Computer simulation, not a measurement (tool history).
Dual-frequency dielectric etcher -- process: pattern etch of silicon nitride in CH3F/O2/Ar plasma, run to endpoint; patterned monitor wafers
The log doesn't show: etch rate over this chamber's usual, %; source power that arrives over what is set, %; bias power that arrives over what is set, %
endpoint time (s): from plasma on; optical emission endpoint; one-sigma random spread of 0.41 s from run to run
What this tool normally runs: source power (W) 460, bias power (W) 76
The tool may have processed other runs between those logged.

| run | day | source power (W) | bias power (W) | wafers since the last listed run | hours since the last wet clean | hours since the last source power generator calibration | hours since the last bias power generator calibration | hours since the last upper electrode change | incoming incoming film thickness, nm | endpoint time (s) |
|---|---|---|---|---|---|---|---|---|---|---|
| 1 | 0 | 460 | 89 | 0 | 280.8 | 2020.2 | 1840.7 | 1456.4 | 57.7 | 68.2 |
| 2 | 1.104 | 460 | 89 | 292 | 307.3 | 2046.7 | 1867.2 | 1482.9 | 57.2 | 67.7 |
| 3 | 3.442 | 540 | 76 | 618 | 363.4 | 2102.8 | 1923.3 | 1539 | 57.6 | 66.5 |
| 4 | 6.217 | 540 | 76 | 733 | 430 | 2169.4 | 1989.9 | 1605.6 | 57.5 | 66.4 |
| 5 | 7.338 | 540 | 76 | 296 | 456.9 | 2196.3 | 2016.8 | 1632.5 | 57.2 | 66.6 |
| 6 | 9.304 | 460 | 88 | 520 | 504.1 | 2243.5 | 2064 | 1679.7 | 57.4 | 68.7 |
|  | 14.833 | wet clean of the chamber |
| 7 | 15.717 | 460 | 88 | 1431 | 21.2 | 2397.4 | 2217.9 | 1833.6 | 56.5 | 67.3 |
| 8 | 18.371 | 460 | 88 | 701 | 84.9 | 2461.1 | 2281.6 | 1897.3 | 57.6 | 68.7 |
| 9 | 21.05 | 500 | 76 | 708 | 149.2 | 2525.4 | 2345.9 | 1961.6 | 57.8 | 69.1 |
| 10 | 22.242 | 500 | 76 | 315 | 177.8 | 2554 | 2374.5 | 1990.2 | 58 | 69.2 |
| 11 | 26.821 | 430 | 76 | 1211 | 287.7 | 2663.9 | 2484.4 | 2100.1 | 57.8 | 73.6 |
| 12 | 28.783 | 430 | 76 | 519 | 334.8 | 2711 | 2531.5 | 2147.2 | 58 | 73.6 |
| 13 | 30.312 | 460 | 80 | 404 | 371.5 | 2747.7 | 2568.2 | 2183.9 | 58.1 | 71 |
| 14 | 32.15 | 460 | 80 | 485 | 415.6 | 2791.8 | 2612.3 | 2228 | 57.5 | 69.5 |
| 15 | 33.9 | 460 | 80 | 462 | 457.6 | 2833.8 | 2654.3 | 2270 | 57.6 | 70.5 |
| 16 | 36.9 | 460 | 76 | 793 | 529.6 | 2905.8 | 2726.3 | 2342 | 57.2 | 70.3 |
|  | 38.754 | wet clean of the chamber |
| 17 | 39.279 | 540 | 92 | 364 | 12.6 | 2962.9 | 2783.4 | 2399.1 | 57.4 | 63.3 |
| 18 | 40.396 | 350 | 83 | 295 | 39.4 | 2989.7 | 2810.2 | 2425.9 | 57.9 | 78.8 |
|  | 41.704 | upper electrode replaced |
| 19 | 41.725 | 540 | 76 | 87 | 71.3 | 3021.6 | 2842.1 | 0.5 | 57.8 | 66.2 |
|  | 43.5 | bias power generator calibrated |
| 20 | 43.796 | 560 | 62 | 503 | 121 | 3071.3 | 7.1 | 50.2 | 57.5 | 68.1 |
| 21 | 44.821 | 530 | 95 | 271 | 145.6 | 3095.9 | 31.7 | 74.8 | 58 | 64.4 |
|  | 46.708 | source power generator calibrated |
| 22 | 47.688 | 530 | 76 | 714 | 214.4 | 23.5 | 100.5 | 143.6 | 57.9 | 67.1 |

Estimate the outcome of run 23 from the log above:
| 23 | 49.05 | 540 | 76 | 360 | 247.1 | 56.2 | 133.2 | 176.3 | 57.6 | ? |

endpoint time (s): 66
Were there no unlogged condition in the tool, this run, its random variation unchanged, would have produced endpoint time (s) 66.
